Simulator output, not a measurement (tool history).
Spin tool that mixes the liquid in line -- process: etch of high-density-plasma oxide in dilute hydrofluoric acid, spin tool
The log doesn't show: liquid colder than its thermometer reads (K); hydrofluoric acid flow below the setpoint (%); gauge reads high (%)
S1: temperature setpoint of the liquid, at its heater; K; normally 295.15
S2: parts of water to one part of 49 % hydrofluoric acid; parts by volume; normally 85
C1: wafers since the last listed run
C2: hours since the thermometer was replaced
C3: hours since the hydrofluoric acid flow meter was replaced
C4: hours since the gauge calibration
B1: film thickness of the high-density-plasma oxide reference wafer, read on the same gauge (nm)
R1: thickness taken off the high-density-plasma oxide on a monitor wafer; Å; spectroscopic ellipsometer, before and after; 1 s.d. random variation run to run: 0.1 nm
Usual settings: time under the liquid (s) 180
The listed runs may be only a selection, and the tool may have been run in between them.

Run 1, day 0: usual settings but S1 292.15 K, S2 65 parts by volume; C1 0; C2 11.4; C3 581; C4 611.9; B1 59.99. Result: R1 161 Å.
Run 2, day 1.912: usual settings but S1 292.15 K, S2 65 parts by volume; C1 284; C2 57.3; C3 626.9; C4 657.8; B1 60. Result: R1 158.5 Å.
Run 3, day 4.067: usual settings but S1 292.15 K, S2 65 parts by volume; C1 320; C2 109; C3 678.6; C4 709.5; B1 59.99. Result: R1 158 Å.
Run 4, day 8.192: usual settings; C1 613; C2 208; C3 777.6; C4 808.5; B1 59.97. Result: R1 133.4 Å.
Run 5, day 10.2: usual settings; C1 298; C2 256.2; C3 825.8; C4 856.7; B1 59.99. Result: R1 131.9 Å.
Run 6, day 14.004: usual settings; C1 565; C2 347.5; C3 917.1; C4 948; B1 59.99. Result: R1 130 Å.
Run 7, day 15.742: usual settings; C1 258; C2 389.2; C3 958.8; C4 989.7; B1 60. Result: R1 131.2 Å.
Run 8, day 19.3: usual settings; C1 529; C2 474.6; C3 1044.2; C4 1075.1; B1 60.03. Result: R1 130.7 Å.
Run 9, day 23.271: usual settings; C1 590; C2 569.9; C3 1139.5; C4 1170.4; B1 60.01. Result: R1 130.5 Å.
Run 10, day 25.558: usual settings; C1 340; C2 624.8; C3 1194.4; C4 1225.3; B1 59.98. Result: R1 130.4 Å.
Run 11, day 27.188: usual settings but S1 297.15 K; C1 242; C2 663.9; C3 1233.5; C4 1264.4; B1 60.02. Result: R1 140 Å.
At day 28.288: hydrofluoric acid flow meter replaced.
Run 12, day 28.796: usual settings; C1 232; C2 702.5; C3 12.2; C4 1303; B1 60.01. Result: R1 136.6 Å.
Run 13, day 32.454: usual settings; C1 543; C2 790.3; C3 100; C4 1390.8; B1 60. Result: R1 134.5 Å.
Run 14, day 36.646: usual settings; C1 623; C2 890.9; C3 200.6; C4 1491.4; B1 59.99. Result: R1 132.8 Å.
Run 15, day 38.421: usual settings; C1 263; C2 933.5; C3 243.2; C4 1534; B1 59.99. Result: R1 133.2 Å.
Run 16, day 40.871: usual settings but S1 290.65 K, S2 50 parts by volume; C1 364; C2 992.3; C3 302; C4 1592.8; B1 60.01. Result: R1 194.3 Å.
Run 17, day 43.412: usual settings but S2 95 parts by volume, time under the liquid (s) 135; C1 377; C2 1053.3; C3 363; C4 1653.8; B1 60.01. Result: R1 88.6 Å.
Run 18, day 47.3: usual settings but S1 293.15 K, time under the liquid (s) 210; C1 577; C2 1146.6; C3 456.3; C4 1747.1; B1 59.99. Result: R1 139.6 Å.
Run 19, day 48.958: usual settings but time under the liquid (s) 75; C1 246; C2 1186.4; C3 496.1; C4 1786.9; B1 60. Result: R1 54.7 Å.
Run 20, day 51.075: usual settings; C1 314; C2 1237.2; C3 546.9; C4 1837.7; B1 60.04. Result: R1 132.1 Å.
Run 21, day 52.638: usual settings but S1 299.65 K; C1 232; C2 1274.7; C3 584.4; C4 1875.2; B1 59.98. Result: R1 158.6 Å.
Run 22, day 54.421: usual settings but S2 70 parts by volume; C1 265; C2 1317.5; C3 627.2; C4 1918; B1 59.97. Result: R1 160.7 Å.
At day 55.079: thermometer replaced.
Run 23, day 56.104: usual settings but S1 297.15 K, S2 125 parts by volume, time under the liquid (s) 75; C1 244; C2 24.6; C3 667.6; C4 1958.4; B1 60.02. Result: R1 39.5 Å.
At day 59.504: gauge calibrated.
Run 24, day 60.008: usual settings; C1 580; C2 118.3; C3 761.3; C4 12.1; B1 59.98. Result: R1 135 Å.
Run 25, day 63.525: usual settings but time under the liquid (s) 255; C1 522; C2 202.7; C3 845.7; C4 96.5; B1 60.01. Result: R1 186.8 Å.
Run 26, day 65.996: usual settings but S1 292.15 K; C1 367; C2 262; C3 905; C4 155.8; B1 59.99. Result: R1 116.6 Å.
Run 27, day 68.292: usual settings but S1 292.15 K, S2 55 parts by volume, time under the liquid (s) 90; C1 341; C2 317.1; C3 960.1; C4 210.9; B1 60. Result: R1 92.7 Å.
Run 28, day 73.475: usual settings but S1 292.15 K, S2 55 parts by volume, time under the liquid (s) 90; C1 770; C2 441.5; C3 1084.5; C4 335.3; B1 60.01. Result: R1 92.5 Å.
Run 29, day 77.346: usual settings; C1 575; C2 534.4; C3 1177.4; C4 428.2; B1 59.99. Result: R1 129.1 Å.
At day 78.867: hydrofluoric acid flow meter replaced.
Run 30, day 81.812: usual settings; C1 657; C2 641.6; C3 70.7; C4 535.4; B1 60.01. Result: R1 134.1 Å.

Below are 3 alternative next runs, each starting from the tool's condition after run 30. Predict each:
Run A, day 81.833: usual settings; C1 3; C2 642.1; C3 71.2; C4 535.9; B1 ?. Result: R1 ?.
Run B, day 81.833: usual settings but S2 55 parts by volume, time under the liquid (s) 270; C1 3; C2 642.1; C3 71.2; C4 535.9; B1 ?. Result: R1 ?.
Run C, day 81.833: usual settings but S2 55 parts by volume, time under the liquid (s) 230; C1 3; C2 642.1; C3 71.2; C4 535.9; B1 ?. Result: R1 ?.

run     B1     R1
  A  59.97  133.2
  B  59.97  320.2
  C  59.97  272.8
Without the tool's hidden state the same runs would have given:
run     R1
  A  137.9
  B  331.7
  C  282.6
